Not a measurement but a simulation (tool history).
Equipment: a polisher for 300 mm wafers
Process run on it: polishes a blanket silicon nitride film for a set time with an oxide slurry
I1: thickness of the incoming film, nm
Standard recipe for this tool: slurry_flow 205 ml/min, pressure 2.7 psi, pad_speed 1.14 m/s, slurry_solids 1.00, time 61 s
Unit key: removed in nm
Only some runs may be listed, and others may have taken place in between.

Run 1, hour 0.0: usual settings but slurry_solids 1.20; I1 548.2. Result: removed 29.8 nm.
At hour 18.6: head pressure recalibrated.
Run 2, hour 44.2: usual settings but pad_speed 1.40 m/s; I1 536.1. Result: removed 32.8 nm.
Run 3, hour 110.3: usual settings; I1 539.8. Result: removed 27.9 nm.
Run 4, hour 138.9: usual settings but slurry_flow 180 ml/min; I1 547.2. Result: removed 27.2 nm.
At hour 157.9: conditioning disc replaced and pad reconditioned.
Run 5, hour 188.0: usual settings but time 71 s; I1 545.4. Result: removed 31.9 nm.
At hour 216.8: worn pad replaced by a new one, of another model than before.
Run 6, hour 247.3: usual settings but pressure 3.4 psi, slurry_solids 1.10; I1 534.8. Result: removed 32.1 nm.
Run 7, hour 274.6: usual settings but slurry_flow 180 ml/min, pressure 3.0 psi, time 42 s; I1 548.1. Result: removed 19.3 nm.
Run 8, hour 344.1: usual settings; I1 543.2. Result: removed 26.8 nm.
Run 9, hour 383.7: usual settings but slurry_flow 150 ml/min; I1 543.8. Result: removed 26.4 nm.
At hour 391.1: slurry blender recalibrated.
Run 10, hour 417.4: usual settings but pad_speed 1.40 m/s; I1 534.3. Result: removed 31.6 nm.
Run 11, hour 475.3: usual settings; I1 546.6. Result: removed 27.9 nm.
At hour 506.6: head pressure recalibrated.
Run 12, hour 536.5: usual settings but slurry_flow 235 ml/min, slurry_solids 0.70; I1 538.5. Result: removed 23.9 nm.
At hour 544.0: conditioning disc replaced and pad reconditioned.
Run 13, hour 589.4: usual settings but pad_speed 1.30 m/s; I1 543.7. Result: removed 29.4 nm.
Run 14, hour 660.3: usual settings but slurry_flow 225 ml/min, pressure 3.3 psi, pad_speed 0.74 m/s; I1 541.3. Result: removed 24.2 nm.
At hour 665.6: slurry nozzle cleaned.
Run 15, hour 695.1: usual settings but slurry_flow 175 ml/min, pressure 3.0 psi, slurry_solids 0.80; I1 533.7. Result: removed 25.5 nm.
At hour 725.2: worn pad replaced by a new one.
Run 16, hour 729.1: usual settings but time 47 s; I1 533.7. Result: removed 20.9 nm.
Run 17, hour 789.4: usual settings but pad_speed 1.40 m/s, slurry_solids 0.70, time 71 s; I1 546.7. Result: removed 29.8 nm.
At hour 817.2: slurry blender recalibrated.
Run 18, hour 818.2: usual settings but pressure 2.0 psi, slurry_solids 1.25; I1 540.4. Result: removed 26.5 nm.
Run 19, hour 874.0: usual settings but slurry_flow 165 ml/min, pad_speed 0.74 m/s, time 55 s; I1 543.6. Result: removed 19.6 nm.
Run 20, hour 927.7: usual settings; I1 550.7. Result: removed 27.6 nm.
Run 21, hour 989.6: usual settings but slurry_flow 140 ml/min, slurry_solids 1.15, time 67 s; I1 529.9. Result: removed 31.0 nm.
At hour 999.7: conditioning disc replaced and pad reconditioned.
At hour 1021.7: head pressure recalibrated.
Run 22, hour 1041.6: usual settings but slurry_flow 170 ml/min; I1 539.1. Result: removed 27.0 nm.
Run 23, hour 1092.3: usual settings but slurry_flow 160 ml/min, pressure 3.1 psi, time 71 s; I1 539.3. Result: removed 33.7 nm.
Run 24, hour 1153.4: usual settings; I1 548.8. Result: removed 27.2 nm.

Forecast run 25:
At hour 1204.8: worn pad replaced by a new one.
Run 25, hour 1223.2: usual settings; I1 547.2. Result: removed ?.

removed: 26.8 nm
Minus the tool's unlogged condition, the same run would have read removed 28.1 nm.
